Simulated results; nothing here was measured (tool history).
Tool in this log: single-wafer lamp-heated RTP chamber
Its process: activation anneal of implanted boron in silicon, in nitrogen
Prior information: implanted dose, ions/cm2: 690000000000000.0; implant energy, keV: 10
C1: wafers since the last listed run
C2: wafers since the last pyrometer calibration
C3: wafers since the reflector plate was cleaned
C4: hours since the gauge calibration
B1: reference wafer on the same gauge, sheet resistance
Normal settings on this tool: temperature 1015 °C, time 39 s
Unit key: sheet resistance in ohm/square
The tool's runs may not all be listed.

Run 1, hour 0: usual settings; C1 0; C2 3591; C3 3898; C4 172.4; B1 217.04. Result: sheet resistance 182.82 ohm/square.
Run 2, hour 6.5: usual settings but time 49 s; C1 48; C2 3639; C3 3947; C4 178.9; B1 217.06. Result: sheet resistance 182.07 ohm/square.
Run 3, hour 14.4: usual settings; C1 58; C2 3698; C3 4005; C4 186.8; B1 216.95. Result: sheet resistance 183.18 ohm/square.
Run 4, hour 29.2: usual settings; C1 110; C2 3808; C3 4115; C4 201.6; B1 216.96. Result: sheet resistance 182.8 ohm/square.
Run 5, hour 36.9: usual settings; C1 57; C2 3865; C3 4173; C4 209.3; B1 217.02. Result: sheet resistance 182.56 ohm/square.
Run 6, hour 45.4: usual settings; C1 63; C2 3928; C3 4236; C4 217.8; B1 217.09. Result: sheet resistance 182.69 ohm/square.
Run 7, hour 55.4: usual settings but time 33 s; C1 74; C2 4003; C3 4310; C4 227.8; B1 216.94. Result: sheet resistance 183.64 ohm/square.
Run 8, hour 73.2: usual settings but time 33 s; C1 132; C2 4135; C3 4443; C4 245.6; B1 216.92. Result: sheet resistance 182.97 ohm/square.
Run 9, hour 88.6: usual settings but temperature 997 °C; C1 114; C2 4250; C3 4557; C4 261; B1 217.06. Result: sheet resistance 185.66 ohm/square.
Run 10, hour 103.1: usual settings but temperature 997 °C; C1 107; C2 4357; C3 4665; C4 275.5; B1 217.01. Result: sheet resistance 185.67 ohm/square.
Run 11, hour 111: usual settings but temperature 997 °C; C1 58; C2 4416; C3 4724; C4 283.4; B1 217. Result: sheet resistance 185.62 ohm/square.
At hour 123.5: pyrometer window cleaned and pyrometer calibrated.
Run 12, hour 128.9: usual settings but temperature 1030 °C, time 44 s; C1 73; C2 40; C3 4797; C4 301.3; B1 217.05. Result: sheet resistance 181.49 ohm/square.
Run 13, hour 135.1: usual settings; C1 46; C2 86; C3 4843; C4 307.5; B1 217.04. Result: sheet resistance 184.62 ohm/square.
Run 14, hour 143.8: usual settings; C1 64; C2 151; C3 4908; C4 316.2; B1 217.06. Result: sheet resistance 184.31 ohm/square.
Run 15, hour 150.9: usual settings; C1 52; C2 203; C3 4961; C4 323.3; B1 216.99. Result: sheet resistance 184.04 ohm/square.
At hour 161.9: reflector plate cleaned.
Run 16, hour 162.4: usual settings; C1 26; C2 229; C3 3; C4 334.8; B1 217.07. Result: sheet resistance 184.38 ohm/square.
Run 17, hour 167.2: usual settings; C1 35; C2 265; C3 39; C4 339.6; B1 217.03. Result: sheet resistance 184.54 ohm/square.
Run 18, hour 173.6: usual settings; C1 47; C2 313; C3 87; C4 346; B1 216.95. Result: sheet resistance 184.26 ohm/square.
Run 19, hour 183.1: usual settings; C1 70; C2 383; C3 157; C4 355.5; B1 216.96. Result: sheet resistance 183.88 ohm/square.
Run 20, hour 206.4: usual settings but time 16 s; C1 173; C2 557; C3 330; C4 378.8; B1 217.01. Result: sheet resistance 186.85 ohm/square.
Run 21, hour 221.1: usual settings but temperature 1023 °C, time 57 s; C1 109; C2 666; C3 440; C4 393.5; B1 217.02. Result: sheet resistance 181.08 ohm/square.
Run 22, hour 235.3: usual settings but temperature 999 °C, time 47 s; C1 105; C2 772; C3 545; C4 407.7; B1 217.04. Result: sheet resistance 186.83 ohm/square.
Run 23, hour 251.8: usual settings; C1 122; C2 894; C3 668; C4 424.2; B1 217.04. Result: sheet resistance 183.73 ohm/square.
Run 24, hour 263.2: usual settings but temperature 1037 °C, time 54 s; C1 84; C2 979; C3 753; C4 435.6; B1 216.99. Result: sheet resistance 179.51 ohm/square.
At hour 271.8: gauge calibrated.
Run 25, hour 272.9: usual settings but temperature 996 °C, time 51 s; C1 72; C2 1051; C3 825; C4 1.1; B1 217.1. Result: sheet resistance 186.97 ohm/square.
Run 26, hour 280.4: usual settings but temperature 1034 °C, time 54 s; C1 55; C2 1107; C3 881; C4 8.6; B1 217.03. Result: sheet resistance 180.04 ohm/square.
Run 27, hour 287.7: usual settings; C1 54; C2 1161; C3 935; C4 15.9; B1 217.04. Result: sheet resistance 183.77 ohm/square.
Run 28, hour 294.8: usual settings; C1 52; C2 1214; C3 988; C4 23; B1 216.96. Result: sheet resistance 183.79 ohm/square.
Run 29, hour 308.7: usual settings but temperature 987 °C, time 19 s; C1 103; C2 1317; C3 1091; C4 36.9; B1 216.96. Result: sheet resistance 193.26 ohm/square.
Run 30, hour 326.6: usual settings but time 62 s; C1 133; C2 1451; C3 1224; C4 54.8; B1 217.01. Result: sheet resistance 182 ohm/square.
Run 31, hour 335.6: usual settings; C1 66; C2 1517; C3 1291; C4 63.8; B1 216.92. Result: sheet resistance 183.91 ohm/square.
Run 32, hour 346.1: usual settings; C1 78; C2 1596; C3 1369; C4 74.3; B1 216.94. Result: sheet resistance 184.16 ohm/square.
Run 33, hour 356.7: usual settings; C1 78; C2 1674; C3 1448; C4 84.9; B1 217.04. Result: sheet resistance 184.12 ohm/square.
Run 34, hour 370.6: usual settings but temperature 993 °C, time 59 s; C1 103; C2 1778; C3 1552; C4 98.8; B1 216.97. Result: sheet resistance 186.16 ohm/square.
Run 35, hour 384.9: usual settings but temperature 1023 °C, time 32 s; C1 106; C2 1884; C3 1658; C4 113.1; B1 217.03. Result: sheet resistance 183.69 ohm/square.
Run 36, hour 401.7: usual settings but time 22 s; C1 124; C2 2009; C3 1783; C4 129.9; B1 217.04. Result: sheet resistance 185.56 ohm/square.
Run 37, hour 425: usual settings but temperature 1039 °C, time 59 s; C1 173; C2 2182; C3 1956; C4 153.2; B1 217.03. Result: sheet resistance 178.67 ohm/square.

Consider 4 possible next runs. They are alternatives, not a sequence: every one starts from the tool as it was left by run 37. What does each give?
Run A, hour 425.4: usual settings; C1 2; C2 2185; C3 1959; C4 153.6; B1 ?. Result: sheet resistance ?.
Run B, hour 425.4: usual settings but temperature 1027 °C; C1 2; C2 2185; C3 1959; C4 153.6; B1 ?. Result: sheet resistance ?.
Run C, hour 425.4: usual settings but temperature 1003 °C, time 21 s; C1 2; C2 2185; C3 1959; C4 153.6; B1 ?. Result: sheet resistance ?.
Run D, hour 425.4: usual settings but temperature 996 °C, time 24 s; C1 2; C2 2185; C3 1959; C4 153.6; B1 ?. Result: sheet resistance ?.

run      B1  sheet resistance
  A  217.05            183.76
  B  217.05            182.08
  C  217.05            187.47
  D  217.05            188.52
What these runs would have given with no unlogged condition in the tool:
run  sheet resistance
  A            184.55
  B            182.85
  C            188.61
  D            190.07
